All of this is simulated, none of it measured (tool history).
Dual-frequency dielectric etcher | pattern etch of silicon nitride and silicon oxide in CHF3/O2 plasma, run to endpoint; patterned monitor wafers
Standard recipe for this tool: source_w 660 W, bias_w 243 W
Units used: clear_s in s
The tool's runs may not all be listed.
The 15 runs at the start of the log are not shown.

run	hour	source_w	bias_w	incoming incoming film thickness, nm	clear_s
16	176.2	610	243	311.1	176.7
17	183.1	570	243	313.4	179.7
# hour 187.7: bias power generator calibrated
18	196.6	620	279	311.8	167.0
19	212.8	660	243	312.9	172.1
20	219.2	730	258	315.8	166.0
# hour 246.6: upper electrode replaced, of another model than before
21	247.1	750	264	311.1	158.3
22	247.5	660	243	309.3	171.1
23	249.2	730	198	310.0	170.5
# hour 268.1: source power generator calibrated
24	268.6	570	281	309.3	180.0
25	277.4	540	218	315.8	202.5
26	292.8	560	287	313.6	183.3
27	307.9	590	272	312.2	179.9
28	316.3	660	243	313.7	174.4
29	328.6	610	197	313.8	191.1
30	340.8	500	303	311.9	193.4
31	350.0	790	267	315.7	156.4
32	356.7	660	243	314.5	175.6
33	366.8	660	275	316.5	172.6
34	380.1	580	193	313.0	198.8
35	389.2	520	193	311.6	210.5
36	400.4	760	271	313.6	161.3

3 options for the next run, each taken on its own from the tool as it stands now. Forecast them:
A	400.9	810	243	317.1	?
B	400.9	780	226	317.1	?
C	400.9	760	297	317.1	?

run	clear_s
A	161.2
B	166.9
C	158.9
Without the tool's unlogged condition, the same runs would have read:
run	clear_s
A	158.1
B	163.7
C	155.8
